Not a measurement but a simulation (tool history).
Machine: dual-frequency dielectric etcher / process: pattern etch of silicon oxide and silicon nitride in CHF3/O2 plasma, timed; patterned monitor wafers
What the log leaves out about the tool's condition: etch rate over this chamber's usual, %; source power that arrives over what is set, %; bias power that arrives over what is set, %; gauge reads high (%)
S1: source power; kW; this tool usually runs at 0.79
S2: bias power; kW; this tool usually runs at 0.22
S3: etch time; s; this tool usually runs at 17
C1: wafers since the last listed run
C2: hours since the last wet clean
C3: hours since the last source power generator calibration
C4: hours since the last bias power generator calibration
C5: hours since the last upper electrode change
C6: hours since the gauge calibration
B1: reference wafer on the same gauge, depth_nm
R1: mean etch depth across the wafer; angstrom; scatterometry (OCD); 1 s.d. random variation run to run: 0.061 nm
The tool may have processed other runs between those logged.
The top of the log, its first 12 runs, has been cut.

{"run": 13, "hour": 743.9, "S1": 0.97, "S2": 0.271, "S3": 19.5, "C1": 733, "C2": 308.2, "C3": 176.9, "C4": 667.6, "C5": 664.1, "C6": 388.7, "B1": 27.14, "R1": 393.3}
{"run": 14, "hour": 826.7, "S1": 0.71, "S2": 0.195, "S3": 19, "C1": 1150, "C2": 391, "C3": 259.7, "C4": 750.4, "C5": 746.9, "C6": 471.5, "B1": 27.15, "R1": 302.1}
{"run": 15, "hour": 932.6, "S1": 0.79, "S2": 0.22, "S3": 17, "C1": 1471, "C2": 496.9, "C3": 365.6, "C4": 856.3, "C5": 852.8, "C6": 577.4, "B1": 27.14, "R1": 295.5}
{"run": 16, "hour": 1013.7, "S1": 0.73, "S2": 0.169, "S3": 21.5, "C1": 1126, "C2": 578, "C3": 446.7, "C4": 937.4, "C5": 933.9, "C6": 658.5, "B1": 27.09, "R1": 326.4}
{"run": 17, "hour": 1104.9, "S1": 0.79, "S2": 0.22, "S3": 17, "C1": 1266, "C2": 669.2, "C3": 537.9, "C4": 1028.6, "C5": 1025.1, "C6": 749.7, "B1": 27.08, "R1": 294.3}
{"hour": 1131.8, "done": "wet clean of the chamber"}
{"run": 18, "hour": 1154.7, "S1": 0.79, "S2": 0.257, "S3": 17, "C1": 358, "C2": 22.9, "C3": 587.7, "C4": 1078.4, "C5": 1074.9, "C6": 799.5, "B1": 27.11, "R1": 312.8}
{"run": 19, "hour": 1200.0, "S1": 0.79, "S2": 0.22, "S3": 17, "C1": 629, "C2": 68.2, "C3": 633, "C4": 1123.7, "C5": 1120.2, "C6": 844.8, "B1": 27.09, "R1": 295.4}
{"run": 20, "hour": 1241.2, "S1": 0.59, "S2": 0.22, "S3": 17, "C1": 572, "C2": 109.4, "C3": 674.2, "C4": 1164.9, "C5": 1161.4, "C6": 886, "B1": 27.1, "R1": 267.6}
{"run": 21, "hour": 1278.5, "S1": 0.93, "S2": 0.185, "S3": 13.5, "C1": 518, "C2": 146.7, "C3": 711.5, "C4": 1202.2, "C5": 1198.7, "C6": 923.3, "B1": 27.1, "R1": 230.8}
{"run": 22, "hour": 1321.9, "S1": 0.79, "S2": 0.26, "S3": 17, "C1": 602, "C2": 190.1, "C3": 754.9, "C4": 1245.6, "C5": 1242.1, "C6": 966.7, "B1": 27.11, "R1": 314.5}
{"run": 23, "hour": 1384.3, "S1": 0.92, "S2": 0.22, "S3": 14, "C1": 866, "C2": 252.5, "C3": 817.3, "C4": 1308, "C5": 1304.5, "C6": 1029.1, "B1": 27.1, "R1": 255.1}
{"run": 24, "hour": 1457.5, "S1": 0.79, "S2": 0.22, "S3": 17, "C1": 1016, "C2": 325.7, "C3": 890.5, "C4": 1381.2, "C5": 1377.7, "C6": 1102.3, "B1": 27.07, "R1": 294.8}
{"run": 25, "hour": 1541.3, "S1": 0.85, "S2": 0.274, "S3": 21.5, "C1": 1164, "C2": 409.5, "C3": 974.3, "C4": 1465, "C5": 1461.5, "C6": 1186.1, "B1": 27.09, "R1": 416.7}

What does the tool deliver on the next run?
{"run": 26, "hour": 1610.4, "S1": 0.91, "S2": 0.22, "S3": 17, "C1": 959, "C2": 478.6, "C3": 1043.4, "C4": 1534.1, "C5": 1530.6, "C6": 1255.2, "B1": "?", "R1": "?"}

{"run 26": {"B1": 27.1, "R1": 308.9}}
Minus the tool's unlogged condition, the same run would have read R1 310.4 angstrom.

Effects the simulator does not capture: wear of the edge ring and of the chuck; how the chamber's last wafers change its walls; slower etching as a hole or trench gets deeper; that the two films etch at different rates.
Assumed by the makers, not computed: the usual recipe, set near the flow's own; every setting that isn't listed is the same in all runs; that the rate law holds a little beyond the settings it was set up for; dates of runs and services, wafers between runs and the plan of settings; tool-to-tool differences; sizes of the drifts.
